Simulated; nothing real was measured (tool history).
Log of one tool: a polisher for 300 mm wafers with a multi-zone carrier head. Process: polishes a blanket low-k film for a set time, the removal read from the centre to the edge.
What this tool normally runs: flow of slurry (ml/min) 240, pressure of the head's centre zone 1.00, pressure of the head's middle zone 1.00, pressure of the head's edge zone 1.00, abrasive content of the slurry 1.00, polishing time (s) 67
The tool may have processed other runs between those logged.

run	day	flow of slurry (ml/min)	pressure of the head's centre zone	pressure of the head's middle zone	pressure of the head's edge zone	abrasive content of the slurry	polishing time (s)	wafers since the last listed run	wafers polished on this pad	hours since the slurry nozzle was cleaned	hours since the centre zone pressure was calibrated	hours since the edge zone pressure was calibrated	hours since the carrier head's membrane was replaced	incoming thickness of the incoming film, nm	film removed at the wafer's centre (nm)	film removed at mid-radius (nm)	film removed at the wafer's edge (nm)
1	0.000	240	1.00	1.00	1.00	1.00	67	0	5	191.4	34.9	328.5	1860.3	507.5	32.1	32.8	33.9
2	0.621	240	1.00	1.00	1.00	1.00	67	142	147	206.3	49.8	343.4	1875.2	504.4	31.5	32.3	33.9
3	1.962	165	1.00	0.92	0.90	1.10	67	307	454	238.5	82.0	375.6	1907.4	502.8	29.3	28.6	31.4
# day 2.558: slurry nozzle cleaned
# day 2.683: carrier head's membrane replaced by a new one
4	2.800	310	1.00	0.94	1.00	1.00	67	153	607	5.8	102.1	395.7	2.8	508.6	34.7	32.8	35.7
5	4.217	265	1.00	1.07	1.00	1.00	67	324	931	39.8	136.1	429.7	36.8	505.9	34.0	36.7	35.1
6	5.475	310	1.06	1.00	1.00	1.00	67	288	1219	70.0	166.3	459.9	67.0	513.4	36.4	34.9	35.6
7	6.388	240	1.00	1.00	1.00	0.85	67	208	1428	91.9	188.2	481.8	88.9	507.8	30.3	31.7	31.9
# day 6.958: worn pad replaced by a new one
8	7.071	320	1.00	1.00	1.00	0.85	75	118	25	108.3	204.6	498.2	105.3	509.0	35.8	35.7	36.5
9	8.046	240	1.06	1.05	1.00	1.00	67	223	248	131.7	228.0	521.6	128.7	510.6	35.0	35.4	35.0
# day 8.342: edge zone pressure recalibrated
10	9.304	240	1.00	1.00	0.89	1.00	49	269	517	161.9	258.2	23.1	158.9	501.9	24.5	24.3	24.0
11	10.625	240	1.00	1.00	1.00	1.00	67	302	820	193.6	289.9	54.8	190.6	508.5	32.0	32.8	33.8
12	11.821	240	1.00	1.04	1.00	1.00	86	273	1093	222.3	318.6	83.5	219.3	514.1	40.7	42.3	43.6
# day 12.021: slurry nozzle cleaned
13	13.079	240	1.04	1.00	1.00	0.85	67	278	1372	25.4	348.8	113.7	249.5	513.7	31.8	31.2	32.1
14	14.454	240	1.00	1.00	1.00	1.00	67	314	1687	58.4	381.8	146.7	282.5	503.0	32.7	33.8	34.7
# day 15.125: worn pad replaced by a new one
15	15.750	240	0.96	1.06	1.00	1.00	67	258	143	89.5	412.9	177.8	313.6	512.4	31.7	35.3	34.0
16	16.475	240	1.00	1.00	1.00	1.00	67	165	309	106.9	430.3	195.2	331.0	514.4	32.1	34.0	34.6
17	17.758	240	1.00	1.00	1.00	1.00	67	293	602	137.7	461.1	226.0	361.8	518.1	33.0	33.2	34.4
18	19.054	310	1.06	1.00	1.00	1.00	67	296	899	168.8	492.2	257.1	392.9	512.7	35.9	34.4	34.5
19	19.612	160	0.89	1.00	0.93	1.00	55	127	1027	182.2	505.6	270.5	406.3	503.1	22.1	25.2	25.7
20	20.454	240	1.00	0.88	1.00	1.25	67	192	1220	202.4	525.8	290.7	426.5	504.8	35.1	32.4	37.3
21	21.004	305	1.00	1.00	1.12	1.00	79	125	1345	215.6	539.0	303.9	439.7	511.0	38.4	39.3	43.8

Here are 5 independent what-if runs from the current tool condition. What would each one return?
A	21.021	240	1.00	1.00	1.00	1.00	67	3	1349	216.0	539.4	304.3	440.1	506.3	?	?	?
B	21.021	240	0.95	0.91	1.00	0.90	46	3	1349	216.0	539.4	304.3	440.1	506.3	?	?	?
C	21.021	320	1.00	0.90	1.04	1.00	53	3	1349	216.0	539.4	304.3	440.1	506.3	?	?	?
D	21.021	275	1.00	1.00	1.00	1.00	67	3	1349	216.0	539.4	304.3	440.1	506.3	?	?	?
E	21.021	240	1.00	1.07	1.00	0.85	67	3	1349	216.0	539.4	304.3	440.1	506.3	?	?	?

run	film removed at the wafer's centre (nm)	film removed at mid-radius (nm)	film removed at the wafer's edge (nm)
A	31.2	32.6	32.8
B	19.2	19.6	21.3
C	25.9	24.7	27.3
D	32.0	33.4	33.3
E	28.5	31.6	29.9
Had the tool no hidden state, the same runs would have come out as:
run	film removed at the wafer's centre (nm)	film removed at mid-radius (nm)	film removed at the wafer's edge (nm)
A	33.6	34.8	34.4
B	20.7	20.9	22.3
C	27.4	26.0	28.4
D	34.1	35.3	34.8
E	30.7	33.7	31.4
